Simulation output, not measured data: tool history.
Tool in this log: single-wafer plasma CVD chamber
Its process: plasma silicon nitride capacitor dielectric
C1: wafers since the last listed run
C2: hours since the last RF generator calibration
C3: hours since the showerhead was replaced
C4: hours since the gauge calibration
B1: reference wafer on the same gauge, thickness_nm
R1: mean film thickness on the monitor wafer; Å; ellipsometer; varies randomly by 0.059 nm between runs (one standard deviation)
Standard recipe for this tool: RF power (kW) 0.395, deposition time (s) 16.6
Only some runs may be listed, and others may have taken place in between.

Run 1, hour 0.0: usual settings but RF power (kW) 0.430; C1 0; C2 935.7; C3 2845.4; C4 366.0; B1 22.096. Result: R1 232.72 Å.
Run 2, hour 43.5: usual settings but RF power (kW) 0.430; C1 1102; C2 979.2; C3 2888.9; C4 409.5; B1 22.126. Result: R1 232.51 Å.
Run 3, hour 84.1: usual settings; C1 1028; C2 1019.8; C3 2929.5; C4 450.1; B1 22.106. Result: R1 222.91 Å.
Run 4, hour 141.7: usual settings; C1 1459; C2 1077.4; C3 2987.1; C4 507.7; B1 22.109. Result: R1 223.82 Å.
Run 5, hour 188.2: usual settings; C1 1178; C2 1123.9; C3 3033.6; C4 554.2; B1 22.121. Result: R1 222.75 Å.
Run 6, hour 212.7: usual settings but RF power (kW) 0.420, deposition time (s) 14.5; C1 620; C2 1148.4; C3 3058.1; C4 578.7; B1 22.103. Result: R1 200.99 Å.
Run 7, hour 265.0: usual settings but RF power (kW) 0.420, deposition time (s) 14.5; C1 1325; C2 1200.7; C3 3110.4; C4 631.0; B1 22.101. Result: R1 200.41 Å.
Run 8, hour 301.6: usual settings; C1 927; C2 1237.3; C3 3147.0; C4 667.6; B1 22.121. Result: R1 221.88 Å.
Run 9, hour 357.8: usual settings; C1 1423; C2 1293.5; C3 3203.2; C4 723.8; B1 22.076. Result: R1 222.83 Å.
At hour 385.5: showerhead replaced.
Run 10, hour 395.2: usual settings but RF power (kW) 0.430, deposition time (s) 17.7; C1 744; C2 1330.9; C3 9.7; C4 761.2; B1 22.099. Result: R1 246.73 Å.
At hour 397.9: gauge calibrated.
Run 11, hour 424.1: usual settings but RF power (kW) 0.320, deposition time (s) 18.5; C1 732; C2 1359.8; C3 38.6; C4 26.2; B1 22.118. Result: R1 220.93 Å.
At hour 433.1: RF generator calibrated.
Run 12, hour 450.6: usual settings but RF power (kW) 0.430, deposition time (s) 17.7; C1 468; C2 17.5; C3 65.1; C4 52.7; B1 22.080. Result: R1 241.90 Å.
Run 13, hour 503.9: usual settings but RF power (kW) 0.440, deposition time (s) 18.9; C1 1350; C2 70.8; C3 118.4; C4 106.0; B1 22.127. Result: R1 262.56 Å.
Run 14, hour 544.5: usual settings but deposition time (s) 17.9; C1 1028; C2 111.4; C3 159.0; C4 146.6; B1 22.080. Result: R1 234.42 Å.
At hour 586.7: RF generator calibrated, repeated, since the last time left the tool worse.
Run 15, hour 605.4: usual settings but RF power (kW) 0.465; C1 1340; C2 18.7; C3 219.9; C4 207.5; B1 22.082. Result: R1 245.45 Å.
Run 16, hour 670.1: usual settings but RF power (kW) 0.435, deposition time (s) 15.2; C1 1639; C2 83.4; C3 284.6; C4 272.2; B1 22.079. Result: R1 218.14 Å.
Run 17, hour 696.0: usual settings but RF power (kW) 0.430, deposition time (s) 19.8; C1 656; C2 109.3; C3 310.5; C4 298.1; B1 22.083. Result: R1 282.50 Å.

The next listed run, before its measurement:
Run 18, hour 739.0: usual settings but RF power (kW) 0.340; C1 1089; C2 152.3; C3 353.5; C4 341.1; B1 ?. Result: R1 ?.

{"run 18": {"B1": 22.086, "R1": 208.26}}
With no hidden state in the tool, this same run would have given R1 209.14 Å.
